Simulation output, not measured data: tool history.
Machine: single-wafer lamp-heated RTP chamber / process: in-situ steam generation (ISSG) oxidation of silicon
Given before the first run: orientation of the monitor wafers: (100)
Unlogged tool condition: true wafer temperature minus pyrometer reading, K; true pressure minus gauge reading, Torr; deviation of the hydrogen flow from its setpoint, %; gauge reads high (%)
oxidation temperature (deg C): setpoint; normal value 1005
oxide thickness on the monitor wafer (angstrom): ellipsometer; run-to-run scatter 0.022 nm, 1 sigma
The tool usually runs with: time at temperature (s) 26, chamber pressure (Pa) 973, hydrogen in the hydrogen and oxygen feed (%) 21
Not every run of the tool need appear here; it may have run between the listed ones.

run    hour  oxidation temperature (deg C)  time at temperature (s)  chamber pressure (Pa)  hydrogen in the hydrogen and oxygen feed (%)  wafers since the last listed run  wafers since the last pyrometer calibration  hours since the pressure gauge was zeroed  hours since the hydrogen flow controller was replaced  hours since the gauge calibration  read-back reference wafer on the same gauge, thickness  oxide thickness on the monitor wafer (angstrom)
  1     0.0                           1005                       26                    973                                            21                                 0                                         3126                                     2230.2                                                 3694.2                             1916.9                                                   7.009                                            64.86
  2   105.7                           1005                       23                    973                                            21                               680                                         3807                                     2335.9                                                 3799.9                             2022.6                                                   7.008                                            61.49
  3   191.4                           1005                       23                    973                                            21                               552                                         4359                                     2421.6                                                 3885.6                             2108.3                                                   7.010                                            61.06
  4   269.3                           1005                       26                    920                                            21                               501                                         4861                                     2499.5                                                 3963.5                             2186.2                                                   7.005                                            65.15
      295.2  -- gauge calibrated
  5   372.8                           1005                       26                    920                                            21                               666                                         5528                                     2603.0                                                 4067.0                               77.6                                                   7.009                                            65.40
  6   431.5                           1005                       26                    973                                            15                               378                                         5906                                     2661.7                                                 4125.7                              136.3                                                   7.011                                            61.31
  7   502.1                           1005                       26                    973                                            15                               454                                         6361                                     2732.3                                                 4196.3                              206.9                                                   7.015                                            61.16
      519.6  -- pyrometer window cleaned and pyrometer calibrated
  8   570.0                           1005                       26                    973                                            15                               385                                          324                                     2800.2                                                 4264.2                              274.8                                                   7.013                                            62.89
  9   638.4                           1019                       33                    973                                            21                               440                                          764                                     2868.6                                                 4332.6                              343.2                                                   7.009                                            82.25
 10   686.4                            994                       26                    973                                            21                               309                                         1074                                     2916.6                                                 4380.6                              391.2                                                   7.009                                            64.05
 11   735.5                           1000                       26                    973                                            30                               316                                         1390                                     2965.7                                                 4429.7                              440.3                                                   7.009                                            72.76
 12   817.1                           1005                       23                    973                                            21                               525                                         1916                                     3047.3                                                 4511.3                              521.9                                                   7.010                                            63.80
 13   876.9                           1005                       26                    973                                            25                               385                                         2301                                     3107.1                                                 4571.1                              581.7                                                   7.009                                            71.05
      911.4  -- pyrometer window cleaned and pyrometer calibrated, repeated, since the last time left the tool worse
 14   933.7                           1005                       26                    920                                            13                               314                                          143                                     3163.9                                                 4627.9                              638.5                                                   7.007                                            57.65
     1019.6  -- hydrogen flow controller replaced
 15  1020.7                           1021                       26                   1080                                            16                               508                                          652                                     3250.9                                                    1.1                              725.5                                                   7.007                                            65.54
     1045.7  -- pressure gauge zeroed
 16  1094.3                           1019                       26                    973                                            21                               422                                         1074                                       48.6                                                   74.7                              799.1                                                   7.007                                            68.76
 17  1156.1                           1000                       18                   1053                                            30                               398                                         1472                                      110.4                                                  136.5                              860.9                                                   7.013                                            57.89
 18  1233.5                            995                       34                    920                                            21                               498                                         1971                                      187.8                                                  213.9                              938.3                                                   7.011                                            70.34
 19  1331.9                           1005                       26                    973                                            21                               633                                         2605                                      286.2                                                  312.3                             1036.7                                                   7.015                                            64.50
 20  1405.0                           1005                       26                    973                                            21                               470                                         3076                                      359.3                                                  385.4                             1109.8                                                   7.005                                            64.77
 21  1447.6                            999                       29                   1120                                            21                               274                                         3350                                      401.9                                                  428.0                             1152.4                                                   7.017                                            66.55
 22  1500.8                           1005                       26                   1120                                            21                               342                                         3693                                      455.1                                                  481.2                             1205.6                                                   7.011                                            64.87
 23  1593.0                            989                       26                    973                                            14                               593                                         4287                                      547.3                                                  573.4                             1297.8                                                   7.012                                            55.27
 24  1663.9                           1005                       23                    920                                            26                               456                                         4744                                      618.2                                                  644.3                             1368.7                                                   7.009                                            65.00
 25  1757.5                           1010                       26                    973                                            21                               602                                         5346                                      711.8                                                  737.9                             1462.3                                                   7.009                                            66.87
     1851.9  -- pyrometer window cleaned and pyrometer calibrated
 26  1856.5                           1005                       26                    973                                            21                               586                                           29                                      810.8                                                  836.9                             1561.3                                                   7.014                                            64.54
 27  1896.8                           1005                       35                    920                                            21                               259                                          289                                      851.1                                                  877.2                             1601.6                                                   7.012                                            74.36
 28  1968.3                           1005                       26                    973                                            28                               460                                          749                                      922.6                                                  948.7                             1673.1                                                   7.008                                            69.11
 29  2023.1                            990                       26                    920                                            21                               352                                         1102                                      977.4                                                 1003.5                             1727.9                                                   7.015                                            60.33
 30  2123.8                           1005                       33                    973                                            21                               648                                         1751                                     1078.1                                                 1104.2                             1828.6                                                   7.011                                            72.51
 31  2206.1                           1005                       26                    973                                            12                               530                                         2281                                     1160.4                                                 1186.5                             1910.9                                                   7.009                                            57.10

What the log doesn't show, run by run:
true pressure minus gauge reading, Torr: 0 on each run
deviation of the hydrogen flow from its setpoint, %: 0 on each run
gauge reads high (%): 0 on each run
H1: true wafer temperature minus pyrometer reading, K
run     H1
  1   2.32
  2   2.99
  3   3.63
  4   4.29
  5   5.28
  6   5.89
  7   6.69
  8   12.1
  9   12.2
 10   12.3
 11   12.4
 12   12.6
 13   12.8
 14  0.182
 15   0.25
 16  0.376
 17  0.532
 18  0.791
 19   1.22
 20   1.62
 21   1.88
 22   2.23
 23   2.92
 24   3.52
 25    4.4
 26  0.512
 27  0.523
 28  0.591
 29  0.684
 30  0.948
 31   1.25
